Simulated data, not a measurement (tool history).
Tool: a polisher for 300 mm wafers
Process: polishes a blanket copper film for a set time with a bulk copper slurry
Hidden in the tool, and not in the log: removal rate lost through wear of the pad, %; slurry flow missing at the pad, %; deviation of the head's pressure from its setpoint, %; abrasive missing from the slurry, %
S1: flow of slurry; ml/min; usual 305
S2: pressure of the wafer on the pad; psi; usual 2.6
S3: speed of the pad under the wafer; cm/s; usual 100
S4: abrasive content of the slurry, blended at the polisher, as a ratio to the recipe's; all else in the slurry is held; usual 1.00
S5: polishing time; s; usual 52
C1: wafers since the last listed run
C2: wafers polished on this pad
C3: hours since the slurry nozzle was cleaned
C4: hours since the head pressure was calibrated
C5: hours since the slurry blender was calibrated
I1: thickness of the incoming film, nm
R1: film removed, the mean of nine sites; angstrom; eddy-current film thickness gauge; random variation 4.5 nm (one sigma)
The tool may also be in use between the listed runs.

run,hour,S1,S2,S3,S4,S5,C1,C2,C3,C4,C5,I1,R1
1,0.0,305,3.1,100,1.05,52,0,5389,345.4,375.3,45.5,2915.2,4552
# hour 49.8: worn pad replaced by a new one
2,92.5,305,3.1,100,1.05,52,1386,668,437.9,467.8,138.0,2923.6,4432
# hour 133.5: slurry nozzle cleaned
3,368.2,305,2.9,118,1.00,52,4302,4971,234.7,743.5,413.7,2914.1,5073
# hour 425.0: worn pad replaced by a new one
# hour 435.8: slurry blender recalibrated
4,440.4,305,2.6,100,1.00,52,1036,210,306.9,815.7,4.6,2944.3,3967
5,523.8,305,2.6,100,1.00,52,1306,1516,390.3,899.1,88.0,2914.0,3990
# hour 557.3: head pressure recalibrated
# hour 565.5: slurry nozzle cleaned
6,617.7,305,2.6,86,0.80,52,1423,2940,52.2,60.4,181.9,2925.2,3367
7,717.0,305,2.6,86,0.80,52,1555,4495,151.5,159.7,281.2,2937.4,3380
8,783.2,305,2.6,86,0.80,52,1036,5532,217.7,225.9,347.4,2923.1,3338
# hour 830.1: slurry blender recalibrated
# hour 868.6: worn pad replaced by a new one
9,880.1,305,2.6,100,1.00,52,1423,180,314.6,322.8,50.0,2915.8,4034
# hour 954.5: slurry nozzle cleaned
10,970.9,305,2.6,100,1.00,52,1406,1587,16.4,413.6,140.8,2933.1,4002
11,1066.7,305,2.6,100,1.00,52,1500,3087,112.2,509.4,236.6,2872.3,4081
12,1173.7,305,2.6,100,1.00,63,1675,4763,219.2,616.4,343.6,2928.6,4837
13,1222.7,245,2.3,118,1.00,64,767,5531,268.2,665.4,392.6,2926.6,5252
# hour 1293.9: worn pad replaced by a new one
# hour 1299.3: slurry blender recalibrated
14,1309.3,305,2.1,100,1.00,69,1262,209,354.8,752.0,10.0,2982.5,4730
15,1351.1,305,2.6,100,1.00,52,654,864,396.6,793.8,51.8,2953.6,4031
16,1400.5,305,2.6,100,1.00,52,773,1637,446.0,843.2,101.2,2993.8,4047
# hour 1429.2: slurry nozzle cleaned
17,1500.1,240,2.6,100,1.00,45,1544,3182,70.9,942.8,200.8,2927.0,3374
# hour 1557.1: head pressure recalibrated
18,1569.5,305,2.6,90,1.00,63,1055,4237,140.3,12.4,270.2,2944.9,4392
19,1616.4,345,2.6,84,1.10,34,734,4972,187.2,59.3,317.1,2927.0,2273
20,1662.4,305,2.6,124,1.00,36,720,5692,233.2,105.3,363.1,2996.3,3450
# hour 1711.8: worn pad replaced by a new one
# hour 1721.3: slurry blender recalibrated
21,1759.6,305,2.6,100,1.00,52,1428,716,330.4,202.5,38.3,2891.2,3961
# hour 1798.4: slurry nozzle cleaned
22,1799.2,380,2.6,132,1.00,52,604,1321,0.8,242.1,77.9,2891.4,5259
23,1893.9,380,1.9,70,1.00,58,1483,2804,95.5,336.8,172.6,2915.2,2661
24,1943.9,210,2.6,100,1.00,52,783,3587,145.5,386.8,222.6,2947.1,3916
# hour 2079.4: worn pad replaced by a new one
# hour 2115.8: slurry blender recalibrated
25,2123.3,210,2.6,88,0.90,52,2716,656,324.9,566.2,7.5,2940.9,3345

Forecast each of these 4 alternatives for the next run:
A,2123.7,305,2.6,86,1.00,52,6,662,325.3,566.6,7.9,2896.4,?
B,2123.7,305,2.6,118,1.00,52,6,662,325.3,566.6,7.9,2896.4,?
C,2123.7,390,2.2,120,1.20,52,6,662,325.3,566.6,7.9,2896.4,?
D,2123.7,305,3.4,100,1.00,52,6,662,325.3,566.6,7.9,2896.4,?

run,R1
A,3492
B,4792
C,4634
D,4810
Without the tool's hidden state the same runs would have given:
run,R1
A,3492
B,4792
C,4634
D,4810

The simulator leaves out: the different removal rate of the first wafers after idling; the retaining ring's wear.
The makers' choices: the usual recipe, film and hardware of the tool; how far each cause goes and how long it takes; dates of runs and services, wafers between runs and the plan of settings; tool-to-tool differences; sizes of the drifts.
